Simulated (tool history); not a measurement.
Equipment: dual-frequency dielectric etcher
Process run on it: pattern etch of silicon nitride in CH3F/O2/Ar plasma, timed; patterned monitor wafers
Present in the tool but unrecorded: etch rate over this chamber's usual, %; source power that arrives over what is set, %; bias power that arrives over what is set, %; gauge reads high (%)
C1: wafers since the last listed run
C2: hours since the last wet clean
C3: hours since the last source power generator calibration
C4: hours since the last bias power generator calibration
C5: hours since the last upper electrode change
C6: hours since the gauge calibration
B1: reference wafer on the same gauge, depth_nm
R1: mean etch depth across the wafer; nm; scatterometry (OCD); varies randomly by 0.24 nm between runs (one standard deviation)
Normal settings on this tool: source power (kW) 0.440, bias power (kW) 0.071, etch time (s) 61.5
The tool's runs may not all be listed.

Run 1, hour 0.0: usual settings but bias power (kW) 0.083; C1 0; C2 0.5; C3 1506.6; C4 2178.3; C5 2816.3; C6 2138.0; B1 36.93. Result: R1 49.22 nm.
Run 2, hour 38.5: usual settings but etch time (s) 75.0; C1 557; C2 39.0; C3 1545.1; C4 2216.8; C5 2854.8; C6 2176.5; B1 37.00. Result: R1 55.60 nm.
Run 3, hour 136.7: usual settings but etch time (s) 66.0; C1 1421; C2 137.2; C3 1643.3; C4 2315.0; C5 2953.0; C6 2274.7; B1 37.03. Result: R1 48.87 nm.
Run 4, hour 394.6: usual settings but etch time (s) 66.0; C1 3733; C2 395.1; C3 1901.2; C4 2572.9; C5 3210.9; C6 2532.6; B1 37.03. Result: R1 48.85 nm.
Run 5, hour 480.7: usual settings but etch time (s) 66.0; C1 1246; C2 481.2; C3 1987.3; C4 2659.0; C5 3297.0; C6 2618.7; B1 37.04. Result: R1 48.75 nm.
At hour 554.8: gauge calibrated.
At hour 560.2: wet clean of the chamber.
Run 6, hour 583.9: usual settings; C1 1146; C2 23.7; C3 2090.5; C4 2762.2; C5 3400.2; C6 29.1; B1 37.03. Result: R1 45.58 nm.
Run 7, hour 691.5: usual settings; C1 1557; C2 131.3; C3 2198.1; C4 2869.8; C5 3507.8; C6 136.7; B1 37.13. Result: R1 45.68 nm.
Run 8, hour 733.0: usual settings but source power (kW) 0.400; C1 600; C2 172.8; C3 2239.6; C4 2911.3; C5 3549.3; C6 178.2; B1 37.00. Result: R1 43.10 nm.
Run 9, hour 805.2: usual settings but source power (kW) 0.400; C1 1045; C2 245.0; C3 2311.8; C4 2983.5; C5 3621.5; C6 250.4; B1 36.96. Result: R1 42.77 nm.
Run 10, hour 849.2: usual settings but source power (kW) 0.370, bias power (kW) 0.060; C1 637; C2 289.0; C3 2355.8; C4 3027.5; C5 3665.5; C6 294.4; B1 37.04. Result: R1 37.93 nm.
Run 11, hour 900.6: usual settings but source power (kW) 0.380; C1 744; C2 340.4; C3 2407.2; C4 3078.9; C5 3716.9; C6 345.8; B1 37.08. Result: R1 41.62 nm.
Run 12, hour 939.8: usual settings but source power (kW) 0.480, etch time (s) 46.0; C1 567; C2 379.6; C3 2446.4; C4 3118.1; C5 3756.1; C6 385.0; B1 37.03. Result: R1 35.75 nm.
Run 13, hour 1183.5: usual settings; C1 3528; C2 623.3; C3 2690.1; C4 3361.8; C5 3999.8; C6 628.7; B1 37.06. Result: R1 45.55 nm.
At hour 1229.6: wet clean of the chamber.
At hour 1240.9: bias power generator calibrated.
Run 14, hour 1283.3: usual settings but source power (kW) 0.530, etch time (s) 76.0; C1 1039; C2 53.7; C3 2789.9; C4 42.4; C5 4099.6; C6 728.5; B1 37.02. Result: R1 62.34 nm.
Run 15, hour 1320.3: usual settings but source power (kW) 0.500, bias power (kW) 0.079; C1 535; C2 90.7; C3 2826.9; C4 79.4; C5 4136.6; C6 765.5; B1 37.10. Result: R1 51.68 nm.
At hour 1328.7: source power generator calibrated.
Run 16, hour 1387.4: usual settings but source power (kW) 0.510, bias power (kW) 0.088, etch time (s) 53.5; C1 913; C2 157.8; C3 58.7; C4 146.5; C5 4203.7; C6 832.6; B1 37.05. Result: R1 47.34 nm.
Run 17, hour 1454.3: usual settings; C1 968; C2 224.7; C3 125.6; C4 213.4; C5 4270.6; C6 899.5; B1 36.96. Result: R1 45.61 nm.
Run 18, hour 1549.4: usual settings; C1 1376; C2 319.8; C3 220.7; C4 308.5; C5 4365.7; C6 994.6; B1 37.01. Result: R1 45.49 nm.
Run 19, hour 1653.1: usual settings but source power (kW) 0.520, bias power (kW) 0.054, etch time (s) 53.0; C1 1501; C2 423.5; C3 324.4; C4 412.2; C5 4469.4; C6 1098.3; B1 37.03. Result: R1 38.43 nm.
At hour 1768.5: upper electrode replaced.
At hour 1840.9: wet clean of the chamber.
Run 20, hour 1967.0: usual settings but etch time (s) 80.0; C1 3849; C2 126.1; C3 638.3; C4 726.1; C5 198.5; C6 1412.2; B1 37.00. Result: R1 59.23 nm.
Run 21, hour 2052.4: usual settings but bias power (kW) 0.083; C1 1236; C2 211.5; C3 723.7; C4 811.5; C5 283.9; C6 1497.6; B1 36.94. Result: R1 49.44 nm.
Run 22, hour 2108.6: usual settings but bias power (kW) 0.064, etch time (s) 76.5; C1 813; C2 267.7; C3 779.9; C4 867.7; C5 340.1; C6 1553.8; B1 37.10. Result: R1 54.67 nm.
Run 23, hour 2212.2: usual settings; C1 1499; C2 371.3; C3 883.5; C4 971.3; C5 443.7; C6 1657.4; B1 37.01. Result: R1 45.86 nm.
Run 24, hour 2256.1: usual settings; C1 635; C2 415.2; C3 927.4; C4 1015.2; C5 487.6; C6 1701.3; B1 36.99. Result: R1 45.48 nm.
Run 25, hour 2296.0: usual settings but source power (kW) 0.490, bias power (kW) 0.064; C1 577; C2 455.1; C3 967.3; C4 1055.1; C5 527.5; C6 1741.2; B1 36.99. Result: R1 46.67 nm.
Run 26, hour 2343.3: usual settings; C1 684; C2 502.4; C3 1014.6; C4 1102.4; C5 574.8; C6 1788.5; B1 36.99. Result: R1 45.51 nm.
Run 27, hour 2432.1: usual settings; C1 1285; C2 591.2; C3 1103.4; C4 1191.2; C5 663.6; C6 1877.3; B1 36.96. Result: R1 45.57 nm.
Run 28, hour 2519.5: usual settings but source power (kW) 0.550, bias power (kW) 0.066, etch time (s) 45.5; C1 1265; C2 678.6; C3 1190.8; C4 1278.6; C5 751.0; C6 1964.7; B1 36.95. Result: R1 37.14 nm.
At hour 2582.8: wet clean of the chamber.
Run 29, hour 2583.3: usual settings but source power (kW) 0.490, bias power (kW) 0.084, etch time (s) 80.0; C1 576; C2 0.5; C3 1254.6; C4 1342.4; C5 814.8; C6 2028.5; B1 36.96. Result: R1 68.25 nm.
Run 30, hour 2680.4: usual settings but source power (kW) 0.360, etch time (s) 50.5; C1 1405; C2 97.6; C3 1351.7; C4 1439.5; C5 911.9; C6 2125.6; B1 37.03. Result: R1 33.04 nm.

The tool's hidden state at each run:
etch rate over this chamber's usual, %: 0 at every run
source power that arrives over what is set, %: 0 at every run
bias power that arrives over what is set, %: 0 at every run
gauge reads high (%): 0 at every run
